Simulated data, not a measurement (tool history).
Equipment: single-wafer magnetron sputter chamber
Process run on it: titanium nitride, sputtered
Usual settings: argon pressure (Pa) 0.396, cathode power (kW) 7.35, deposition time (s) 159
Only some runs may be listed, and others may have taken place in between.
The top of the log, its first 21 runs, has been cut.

run    hour  argon pressure (Pa)  cathode power (kW)  deposition time (s)  wafers since the last listed run  wafers on the sputter target  hours since the last manometer calibration  hours since the magnet pack was replaced  hours since the gauge calibration  read-back reference wafer on the same gauge, thickness_nm  mean film thickness on the monitor wafer (Å)
 22  1267.8                0.451                7.35                  159                               688                          1645                                       108.1                                    1242.8                              598.7                                                    236.704                                       2133.38
 23  1328.8                0.537                 5.7                  140                               617                          2262                                       169.1                                    1303.8                              659.7                                                    236.876                                       1593.97
 24  1412.2                0.491                7.35                  159                               843                          3106                                       252.5                                    1387.2                              743.1                                                    237.267                                       2118.68
 25  1472.6                0.449                 5.6                  143                               611                          3717                                       312.9                                    1447.6                              803.5                                                    237.027                                       1655.32
 26  1504.7                0.396                7.95                  150                               324                          4041                                         345                                    1479.7                              835.6                                                    237.133                                       2162.71
 27  1552.8                0.462                 7.9                  159                               486                          4528                                       393.1                                    1527.8                              883.7                                                    237.288                                        2213.2
 28  1593.9                0.396                7.35                  159                               415                          4944                                       434.2                                    1568.9                              924.8                                                    237.278                                       2175.89
     1621.1  -- sputter target and shields replaced
 29  1651.5                0.396                7.35                  159                               501                           307                                       491.8                                    1626.5                              982.4                                                     237.23                                       2159.73
 30  1684.4                0.396                5.95                  169                               332                           640                                       524.7                                    1659.4                             1015.3                                                    237.235                                       2029.83
 31  1739.3                0.396                8.85                  159                               555                          1195                                       579.6                                    1714.3                             1070.2                                                    236.647                                       2421.63
 32  1792.6                0.396                7.35                  168                               539                          1735                                       632.9                                    1767.6                             1123.5                                                    236.697                                       2278.77
 33  1845.1                0.396                7.35                  159                               531                          2266                                       685.4                                    1820.1                               1176                                                     236.81                                       2161.62
 34  1880.5                0.488                7.35                  141                               358                          2624                                       720.8                                    1855.5                             1211.4                                                    237.466                                       1861.61

Forecast each of these 4 alternatives for the next run:
  A  1880.9                0.396                7.35                  159                                 4                          2628                                       721.2                                    1855.9                             1211.8                                                          ?                                             ?
  B  1880.9                0.396                 5.7                  148                                 4                          2628                                       721.2                                    1855.9                             1211.8                                                          ?                                             ?
  C  1880.9                0.259                8.65                  139                                 4                          2628                                       721.2                                    1855.9                             1211.8                                                          ?                                             ?
  D  1880.9                0.511                 6.4                  146                                 4                          2628                                       721.2                                    1855.9                             1211.8                                                          ?                                             ?

run  read-back reference wafer on the same gauge, thickness_nm  mean film thickness on the monitor wafer (Å)
  A                                                    236.799                                       2158.65
  B                                                    236.799                                       1746.79
  C                                                    236.799                                       2178.37
  D                                                    236.799                                       1765.32
The same runs, with their run-to-run variation unchanged, on a tool lacking any hidden condition would have given:
run  mean film thickness on the monitor wafer (Å)
  A                                       2183.56
  B                                       1766.94
  C                                       2196.53
  D                                       1790.31
